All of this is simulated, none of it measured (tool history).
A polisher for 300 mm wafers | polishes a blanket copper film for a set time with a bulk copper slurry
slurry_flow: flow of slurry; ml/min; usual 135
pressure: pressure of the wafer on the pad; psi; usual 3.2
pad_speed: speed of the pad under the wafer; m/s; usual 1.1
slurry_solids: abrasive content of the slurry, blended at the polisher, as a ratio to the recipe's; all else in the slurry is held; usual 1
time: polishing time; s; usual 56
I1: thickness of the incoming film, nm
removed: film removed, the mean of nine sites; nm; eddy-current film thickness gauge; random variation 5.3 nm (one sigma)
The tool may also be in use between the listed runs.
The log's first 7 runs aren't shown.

{"run": 8, "day": 4.425, "slurry_flow": 120, "pressure": 3.2, "pad_speed": 1.1, "slurry_solids": 1, "time": 64, "I1": 2623.2, "removed": 661.9}
{"day": 5.217, "done": "worn pad replaced by a new one"}
{"run": 9, "day": 5.808, "slurry_flow": 120, "pressure": 3.2, "pad_speed": 1.1, "slurry_solids": 1, "time": 64, "I1": 2583.3, "removed": 662.6}
{"run": 10, "day": 6.529, "slurry_flow": 135, "pressure": 3.2, "pad_speed": 1.1, "slurry_solids": 1, "time": 56, "I1": 2589.2, "removed": 590.1}
{"day": 7.079, "done": "slurry nozzle cleaned"}
{"run": 11, "day": 7.696, "slurry_flow": 135, "pressure": 3.2, "pad_speed": 1.1, "slurry_solids": 1, "time": 56, "I1": 2640.3, "removed": 582.1}
{"run": 12, "day": 8.004, "slurry_flow": 135, "pressure": 3.2, "pad_speed": 0.94, "slurry_solids": 1, "time": 56, "I1": 2576.9, "removed": 496.1}
{"day": 8.233, "done": "worn pad replaced by a new one"}
{"run": 13, "day": 8.392, "slurry_flow": 135, "pressure": 3.2, "pad_speed": 0.94, "slurry_solids": 1, "time": 56, "I1": 2603.1, "removed": 492}
{"run": 14, "day": 9.092, "slurry_flow": 115, "pressure": 3.2, "pad_speed": 1.1, "slurry_solids": 1, "time": 56, "I1": 2636.4, "removed": 558.7}
{"run": 15, "day": 9.65, "slurry_flow": 115, "pressure": 3.2, "pad_speed": 1.1, "slurry_solids": 1, "time": 56, "I1": 2653.3, "removed": 556.2}
{"run": 16, "day": 10.371, "slurry_flow": 100, "pressure": 3.2, "pad_speed": 1.32, "slurry_solids": 1, "time": 72, "I1": 2588, "removed": 818}
{"run": 17, "day": 11.05, "slurry_flow": 135, "pressure": 3.2, "pad_speed": 1.1, "slurry_solids": 1, "time": 56, "I1": 2568.9, "removed": 570.1}
{"run": 18, "day": 11.783, "slurry_flow": 150, "pressure": 3.2, "pad_speed": 0.9, "slurry_solids": 1, "time": 56, "I1": 2571.7, "removed": 467.7}
{"day": 11.996, "done": "worn pad replaced by a new one"}
{"run": 19, "day": 12.162, "slurry_flow": 120, "pressure": 3.2, "pad_speed": 1.1, "slurry_solids": 1, "time": 56, "I1": 2593.2, "removed": 552.2}
{"day": 12.667, "done": "slurry blender recalibrated"}
{"run": 20, "day": 12.688, "slurry_flow": 135, "pressure": 3.2, "pad_speed": 1.1, "slurry_solids": 1, "time": 56, "I1": 2609, "removed": 620.2}
{"run": 21, "day": 13.05, "slurry_flow": 135, "pressure": 2.6, "pad_speed": 1, "slurry_solids": 1.2, "time": 56, "I1": 2606.1, "removed": 529.8}
{"day": 13.592, "done": "head pressure recalibrated"}
{"run": 22, "day": 13.612, "slurry_flow": 100, "pressure": 3.2, "pad_speed": 1.1, "slurry_solids": 1, "time": 56, "I1": 2587.5, "removed": 572.8}
{"run": 23, "day": 14.217, "slurry_flow": 135, "pressure": 2.7, "pad_speed": 1.22, "slurry_solids": 0.85, "time": 50, "I1": 2580.4, "removed": 536.6}
{"run": 24, "day": 14.492, "slurry_flow": 135, "pressure": 3.2, "pad_speed": 1.1, "slurry_solids": 1.25, "time": 45, "I1": 2609.5, "removed": 535.3}
{"run": 25, "day": 15.025, "slurry_flow": 135, "pressure": 3.2, "pad_speed": 0.78, "slurry_solids": 1, "time": 61, "I1": 2583.4, "removed": 473.7}
{"day": 15.642, "done": "worn pad replaced by a new one"}
{"run": 26, "day": 15.721, "slurry_flow": 135, "pressure": 3.2, "pad_speed": 1.48, "slurry_solids": 1.1, "time": 56, "I1": 2576.2, "removed": 845}
{"run": 27, "day": 16.1, "slurry_flow": 135, "pressure": 3.7, "pad_speed": 1.1, "slurry_solids": 0.85, "time": 62, "I1": 2638.8, "removed": 708.9}
{"run": 28, "day": 16.521, "slurry_flow": 135, "pressure": 3.2, "pad_speed": 1.4, "slurry_solids": 1.25, "time": 56, "I1": 2615.4, "removed": 828.5}
{"run": 29, "day": 16.812, "slurry_flow": 165, "pressure": 3.2, "pad_speed": 1.1, "slurry_solids": 0.9, "time": 46, "I1": 2542, "removed": 510.1}
{"run": 30, "day": 17.104, "slurry_flow": 115, "pressure": 3.6, "pad_speed": 1.1, "slurry_solids": 1, "time": 56, "I1": 2585.7, "removed": 644.4}
{"run": 31, "day": 17.508, "slurry_flow": 135, "pressure": 2.7, "pad_speed": 1.22, "slurry_solids": 0.85, "time": 50, "I1": 2657.3, "removed": 519.7}

3 ways to go on from here, each from the tool as it stands after run 31. What would each give?
{"run": "A", "day": 17.525, "slurry_flow": 135, "pressure": 3.2, "pad_speed": 1.1, "slurry_solids": 1, "time": 56, "I1": 2597.3, "removed": "?"}
{"run": "B", "day": 17.525, "slurry_flow": 90, "pressure": 3.2, "pad_speed": 1.1, "slurry_solids": 1, "time": 45, "I1": 2597.3, "removed": "?"}
{"run": "C", "day": 17.525, "slurry_flow": 170, "pressure": 3.2, "pad_speed": 0.78, "slurry_solids": 1.1, "time": 36, "I1": 2597.3, "removed": "?"}

run=A removed=607.4
run=B removed=440.4
run=C removed=296.7
Without the tool's hidden state the same runs would have given:
run=A removed=626.3
run=B removed=454.1
run=C removed=306.1
